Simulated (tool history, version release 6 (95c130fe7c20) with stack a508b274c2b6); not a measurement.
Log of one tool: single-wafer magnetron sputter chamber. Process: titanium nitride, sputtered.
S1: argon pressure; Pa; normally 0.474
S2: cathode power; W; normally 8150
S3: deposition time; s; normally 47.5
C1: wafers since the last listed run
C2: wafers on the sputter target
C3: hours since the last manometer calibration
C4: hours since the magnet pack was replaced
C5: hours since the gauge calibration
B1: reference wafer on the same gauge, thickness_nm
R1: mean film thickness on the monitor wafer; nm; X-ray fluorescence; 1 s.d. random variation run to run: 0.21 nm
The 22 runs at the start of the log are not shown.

run,hour,S1,S2,S3,C1,C2,C3,C4,C5,B1,R1
# hour 1263.4: capacitance manometer re-zeroed and calibrated
23,1284.5,0.651,9300,39.7,494,3003,21.1,496.6,535.9,76.747,65.230
24,1433.4,0.474,8150,47.5,1518,4521,170.0,645.5,684.8,76.867,70.769
# hour 1508.7: sputter target and shields replaced
25,1509.2,0.536,8150,56.7,691,5,245.8,721.3,760.6,76.917,84.276
26,1546.4,0.535,8150,47.5,379,384,283.0,758.5,797.8,76.778,70.632
27,1616.3,0.474,7100,47.5,712,1097,352.9,828.4,867.7,76.830,61.890
28,1674.4,0.289,10150,51.4,592,1689,411.0,886.5,925.8,76.875,100.618
29,1716.7,0.306,9850,55.1,431,2120,453.3,928.8,968.1,76.859,104.272
30,1785.7,0.416,8150,57.0,703,2824,522.3,997.8,1037.1,76.920,86.617
31,1839.0,0.302,8150,47.5,543,3367,575.6,1051.1,1090.4,76.964,73.728
32,1865.0,0.474,8150,50.2,265,3632,601.6,1077.1,1116.4,76.940,75.250
33,1923.9,0.414,6750,55.9,600,4233,660.5,1136.0,1175.3,76.823,69.929
34,1952.5,0.386,8150,41.4,291,4525,689.1,1164.6,1203.9,76.940,63.044
35,1987.4,0.474,8150,47.5,355,4880,724.0,1199.5,1238.8,76.885,70.949
# hour 2022.5: sputter target and shields replaced
36,2051.2,0.285,8800,55.8,568,292,787.8,1263.3,1302.6,76.891,94.565

Branching from run 36: 3 alternative next runs. What would each branch give?
A,2051.6,0.324,8150,47.5,4,296,788.2,1263.7,1303.0,?,?
B,2051.6,0.611,8150,40.3,4,296,788.2,1263.7,1303.0,?,?
C,2051.6,0.300,8150,39.9,4,296,788.2,1263.7,1303.0,?,?

run,B1,R1
A,76.886,74.202
B,76.886,58.661
C,76.886,62.704
Had the tool no hidden state, the same runs would have come out as:
run,R1
A,74.284
B,58.727
C,62.774
